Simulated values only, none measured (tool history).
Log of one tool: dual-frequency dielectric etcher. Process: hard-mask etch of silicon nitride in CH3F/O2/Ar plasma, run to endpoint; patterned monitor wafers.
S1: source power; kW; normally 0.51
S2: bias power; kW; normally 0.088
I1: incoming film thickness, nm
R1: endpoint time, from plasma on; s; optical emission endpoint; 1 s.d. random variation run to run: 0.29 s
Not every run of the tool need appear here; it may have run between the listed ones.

run 1 day=0 | S1=0.51 S2=0.088 | I1=28.11 | R1=35.2
-- day=1.133 wet clean of the chamber
run 2 day=2.321 | S1=0.51 S2=0.088 | I1=28.34 | R1=33.4
run 3 day=4.75 | S1=0.48 S2=0.104 | I1=28.06 | R1=32.2
run 4 day=7.904 | S1=0.48 S2=0.104 | I1=28.18 | R1=32.5
run 5 day=10.854 | S1=0.48 S2=0.104 | I1=28.28 | R1=32.5
run 6 day=12.925 | S1=0.51 S2=0.088 | I1=28.24 | R1=34.1
run 7 day=16.279 | S1=0.51 S2=0.088 | I1=28.23 | R1=34.6
-- day=17.904 wet clean of the chamber
run 8 day=19.117 | S1=0.6 S2=0.082 | I1=27.98 | R1=31
run 9 day=20.808 | S1=0.6 S2=0.082 | I1=28.12 | R1=31.2
run 10 day=25.171 | S1=0.61 S2=0.088 | I1=28.07 | R1=30.7
run 11 day=28.638 | S1=0.57 S2=0.103 | I1=28.21 | R1=30.6
-- day=31.8 upper electrode replaced
run 12 day=31.854 | S1=0.47 S2=0.1 | I1=27.99 | R1=34.2
run 13 day=33.471 | S1=0.64 S2=0.105 | I1=28.31 | R1=29.4

The next listed run, before its measurement:
-- day=33.967 source power generator calibrated
run 14 day=34.975 | S1=0.51 S2=0.088 | I1=28.21 | R1=?

Run 14 gave R1 34.1 s.
Had the tool carried no hidden state, the very same run would have given R1 32.5 s.
